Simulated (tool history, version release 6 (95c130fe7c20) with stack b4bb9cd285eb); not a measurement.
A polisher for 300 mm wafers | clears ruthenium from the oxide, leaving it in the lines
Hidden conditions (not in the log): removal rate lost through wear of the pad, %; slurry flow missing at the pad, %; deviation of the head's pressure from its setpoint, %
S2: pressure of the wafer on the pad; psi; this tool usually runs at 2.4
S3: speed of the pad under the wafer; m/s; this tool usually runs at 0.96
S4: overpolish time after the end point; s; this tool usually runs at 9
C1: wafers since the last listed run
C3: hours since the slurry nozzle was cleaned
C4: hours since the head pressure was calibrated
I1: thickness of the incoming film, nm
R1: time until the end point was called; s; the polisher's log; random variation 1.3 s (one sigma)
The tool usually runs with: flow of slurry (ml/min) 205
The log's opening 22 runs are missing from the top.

-- hour=1624.3 slurry nozzle cleaned
run 23 hour=1681.4 | flow_of_slurry_(ml/min)=205 S2=2.4 S3=0.74 S4=10 | C1=530 wafers_polished_on_this_pad=1306 C3=57.1 C4=485.1 | I1=192.4 | R1=169.9
run 24 hour=1737.4 | flow_of_slurry_(ml/min)=225 S2=2.9 S3=0.64 S4=11 | C1=331 wafers_polished_on_this_pad=1638 C3=113.1 C4=541.1 | I1=192.1 | R1=156.3
run 25 hour=1838.1 | flow_of_slurry_(ml/min)=205 S2=2.4 S3=0.96 S4=4 | C1=596 wafers_polished_on_this_pad=2234 C3=213.8 C4=641.8 | I1=190.8 | R1=148.4
run 26 hour=1911.6 | flow_of_slurry_(ml/min)=205 S2=2.2 S3=0.96 S4=9 | C1=435 wafers_polished_on_this_pad=2669 C3=287.3 C4=715.3 | I1=190.4 | R1=163.9
run 27 hour=2001.1 | flow_of_slurry_(ml/min)=165 S2=2.1 S3=0.96 S4=13 | C1=529 wafers_polished_on_this_pad=3199 C3=376.8 C4=804.8 | I1=191.2 | R1=183.5
-- hour=2046.8 worn pad replaced by a new one
run 28 hour=2077.9 | flow_of_slurry_(ml/min)=205 S2=2.4 S3=0.96 S4=9 | C1=430 wafers_polished_on_this_pad=184 C3=453.6 C4=881.6 | I1=189.1 | R1=148.6
-- hour=2085.2 slurry nozzle cleaned
run 29 hour=2173.7 | flow_of_slurry_(ml/min)=205 S2=2.4 S3=0.96 S4=9 | C1=561 wafers_polished_on_this_pad=745 C3=88.5 C4=977.4 | I1=190.0 | R1=142.9
run 30 hour=2229.9 | flow_of_slurry_(ml/min)=230 S2=1.7 S3=0.96 S4=9 | C1=332 wafers_polished_on_this_pad=1078 C3=144.7 C4=1033.6 | I1=187.9 | R1=189.1
-- hour=2281.7 head pressure recalibrated
run 31 hour=2334.4 | flow_of_slurry_(ml/min)=185 S2=1.9 S3=0.62 S4=5 | C1=606 wafers_polished_on_this_pad=1684 C3=249.2 C4=52.7 | I1=193.2 | R1=248.8
run 32 hour=2402.9 | flow_of_slurry_(ml/min)=205 S2=2.4 S3=0.96 S4=9 | C1=405 wafers_polished_on_this_pad=2090 C3=317.7 C4=121.2 | I1=189.6 | R1=149.8
run 33 hour=2510.2 | flow_of_slurry_(ml/min)=205 S2=2.4 S3=0.96 S4=11 | C1=635 wafers_polished_on_this_pad=2725 C3=425.0 C4=228.5 | I1=189.3 | R1=153.9
-- hour=2551.4 worn pad replaced by a new one
run 34 hour=2585.7 | flow_of_slurry_(ml/min)=185 S2=2.4 S3=0.74 S4=8 | C1=423 wafers_polished_on_this_pad=202 C3=500.5 C4=304.0 | I1=189.8 | R1=180.6

Here are 4 independent what-if runs from the current tool condition. What would each one return?
run A hour=2586.2 | flow_of_slurry_(ml/min)=205 S2=2.4 S3=1.20 S4=9 | C1=2 wafers_polished_on_this_pad=205 C3=501.0 C4=304.5 | I1=190.2 | R1=?
run B hour=2586.2 | flow_of_slurry_(ml/min)=205 S2=2.8 S3=0.96 S4=9 | C1=2 wafers_polished_on_this_pad=205 C3=501.0 C4=304.5 | I1=190.2 | R1=?
run C hour=2586.2 | flow_of_slurry_(ml/min)=245 S2=3.1 S3=0.86 S4=4 | C1=2 wafers_polished_on_this_pad=205 C3=501.0 C4=304.5 | I1=190.2 | R1=?
run D hour=2586.2 | flow_of_slurry_(ml/min)=205 S2=3.2 S3=0.96 S4=9 | C1=2 wafers_polished_on_this_pad=205 C3=501.0 C4=304.5 | I1=190.2 | R1=?

run=A R1=130.5
run=B R1=131.5
run=C R1=123.1
run=D R1=115.7
Stripped of hidden state, with their random variation kept, the same runs would have yielded:
run=A R1=116.4
run=B R1=117.3
run=C R1=111.8
run=D R1=103.2
